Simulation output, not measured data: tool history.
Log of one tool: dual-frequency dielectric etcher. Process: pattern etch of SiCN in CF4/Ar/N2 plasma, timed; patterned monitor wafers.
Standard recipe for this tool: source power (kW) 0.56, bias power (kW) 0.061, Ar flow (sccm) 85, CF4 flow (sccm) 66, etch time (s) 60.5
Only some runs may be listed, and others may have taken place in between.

run   hour  source power (kW)  bias power (kW)  Ar flow (sccm)  CF4 flow (sccm)  etch time (s)  read-back reference wafer on the same gauge, depth_nm  mean etch depth across the wafer (nm)
  1      0               0.46            0.056              99               66           70.5                                                   53.9                                   60.7
  2   30.7               0.56            0.061              64               51             43                                                   53.9                                   47.1
      64.7  -- wet clean of the chamber
  3   65.2               0.46            0.061              85               66           60.5                                                   53.8                                   55.4
  4   69.7               0.56            0.061              85               66           60.5                                                     54                                   64.5
  5   86.6               0.56            0.061              85               66           60.5                                                   53.9                                   64.3
  6  112.8               0.56            0.061              85               66           60.5                                                   53.9                                   64.5
  7  142.2               0.64            0.061              75               66             66                                                   53.9                                   78.9
  8  159.9               0.56            0.061              85               66           60.5                                                   53.8                                   64.6
  9  185.4               0.69            0.061              76               50           60.5                                                   53.8                                   73.5
 10  199.9               0.56            0.061              65               56           60.5                                                   53.9                                   66.4
 11  212.5               0.56            0.056              79               66           60.5                                                   53.9                                   61.3
 12  229.9               0.56            0.061              85               66           60.5                                                     54                                   65.5
 13  248.1               0.45            0.061              85               73           60.5                                                   53.9                                   57.1
 14  263.8               0.69             0.05              85               66           60.5                                                     54                                   64.2
 15    295               0.65            0.061              85               66           60.5                                                   53.9                                   72.5
 16  325.7               0.69            0.061              76               50           60.5                                                   53.8                                   73.3
 17  344.7               0.56            0.057              91               80             46                                                   53.9                                   48.6
 18    367               0.56            0.053              85               71           76.5                                                   53.9                                   74.8
 19  383.9               0.62            0.061              85               66             45                                                   53.9                                   53.3
 20  404.4               0.64             0.07              85               66           60.5                                                   53.9                                   80.5
 21  422.6               0.51            0.072              85               78             50                                                   53.9                                   60.1

Below are 5 alternative next runs, each starting from the tool's condition after run 21. Predict each:
  A   423               0.56            0.061              85               81           60.5                                                      ?                                      ?
  B   423               0.56            0.061              75               66             50                                                      ?                                      ?
  C   423               0.68            0.047             104               55           60.5                                                      ?                                      ?
  D   423               0.56            0.056              85               66             75                                                      ?                                      ?
  E   423               0.56            0.061              85               66             54                                                      ?                                      ?

run  read-back reference wafer on the same gauge, depth_nm  mean etch depth across the wafer (nm)
  A                                                   53.8                                   68.6
  B                                                   53.8                                   55.8
  C                                                   53.8                                   54.1
  D                                                   53.8                                   76.2
  E                                                   53.8                                   58.9
With the hidden condition removed and each run's random variation left untouched, the same runs would have given:
run  mean etch depth across the wafer (nm)
  A                                   66.3
  B                                     54
  C                                   52.4
  D                                   73.7
  E                                     57
